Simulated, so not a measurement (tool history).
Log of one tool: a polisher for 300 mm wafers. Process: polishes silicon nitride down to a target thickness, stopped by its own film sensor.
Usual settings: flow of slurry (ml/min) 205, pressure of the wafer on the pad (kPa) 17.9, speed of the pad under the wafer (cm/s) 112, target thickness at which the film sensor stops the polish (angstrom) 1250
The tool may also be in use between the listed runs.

run	hour	flow of slurry (ml/min)	pressure of the wafer on the pad (kPa)	speed of the pad under the wafer (cm/s)	target thickness at which the film sensor stops the polish (angstrom)	wafers since the last listed run	wafers polished on this pad	hours since the slurry nozzle was cleaned	hours since the head pressure was calibrated	incoming thickness of the incoming film, nm	time until the film sensor stopped the polish (s)
1	0.0	205	17.9	112	1250	0	376	283.3	107.6	239.4	94.4
2	57.8	205	17.9	112	1250	315	692	341.1	165.4	240.7	92.3
3	93.5	205	17.9	102	1250	195	887	376.8	201.1	236.5	98.0
4	126.0	205	17.9	102	1250	177	1065	409.3	233.6	242.1	101.4
5	176.0	205	17.9	102	1250	273	1338	459.3	283.6	242.3	101.4
6	205.5	205	17.9	112	1560	161	1499	488.8	313.1	240.0	68.2
7	238.2	205	17.9	112	1560	178	1678	521.5	345.8	242.8	71.2
8	272.7	205	17.9	112	1560	188	1866	556.0	380.3	237.7	65.5
# hour 296.9: worn pad replaced by a new one
9	301.0	205	17.9	112	1250	132	22	584.3	408.6	240.4	94.4
10	359.0	205	17.9	82	1250	316	339	642.3	466.6	239.1	119.0
11	426.9	205	21.4	112	1250	371	710	710.2	534.5	237.4	76.8
12	480.6	205	21.4	112	1250	293	1003	763.9	588.2	241.3	79.7
# hour 507.2: slurry nozzle cleaned
13	548.4	205	17.9	112	1250	365	1368	41.2	656.0	240.1	94.1
# hour 582.2: head pressure recalibrated
14	617.1	205	17.9	112	860	364	1733	109.9	34.9	237.5	122.0
15	676.4	205	17.9	112	1250	324	2057	169.2	94.2	240.1	94.0
16	708.7	205	15.2	112	1250	176	2233	201.5	126.5	242.2	115.1
# hour 760.6: worn pad replaced by a new one
17	761.1	205	17.9	112	1250	264	2	253.9	178.9	238.6	93.1
18	802.8	205	17.9	112	1250	227	230	295.6	220.6	237.5	92.0
19	854.1	205	12.4	112	1110	280	510	346.9	271.9	237.7	149.4
20	889.7	205	17.9	126	1250	194	705	382.5	307.5	237.7	85.3
21	918.7	180	13.1	146	1390	158	863	411.5	336.5	241.7	97.5
22	982.6	170	22.1	112	1090	349	1212	475.4	400.4	243.6	92.4
23	1015.3	205	22.1	112	1250	178	1391	508.1	433.1	234.6	73.9
24	1053.9	205	17.9	112	1580	210	1602	546.7	471.7	240.0	67.2
25	1088.0	175	13.8	82	1250	186	1788	580.8	505.8	245.2	166.5
# hour 1173.8: worn pad replaced by a new one
26	1194.7	205	17.9	112	1250	561	114	687.5	612.5	238.9	92.6
# hour 1220.8: head pressure recalibrated
27	1223.8	150	17.9	84	1250	148	262	716.6	3.0	240.6	125.7
28	1249.0	205	17.9	112	1350	137	400	741.8	28.2	240.9	85.7
# hour 1252.8: slurry nozzle cleaned
29	1303.5	245	17.9	112	1250	292	692	50.7	82.7	243.3	93.3
30	1334.0	205	17.9	112	1620	166	859	81.2	113.2	238.4	63.0

The next listed run, before its measurement:
31	1393.0	155	17.9	112	1250	322	1181	140.2	172.2	242.9	?

{"run 31": {"time until the film sensor stopped the polish (s)": 101.3}}
Without the tool's hidden state the same run would have given time until the film sensor stopped the polish (s) 101.3.

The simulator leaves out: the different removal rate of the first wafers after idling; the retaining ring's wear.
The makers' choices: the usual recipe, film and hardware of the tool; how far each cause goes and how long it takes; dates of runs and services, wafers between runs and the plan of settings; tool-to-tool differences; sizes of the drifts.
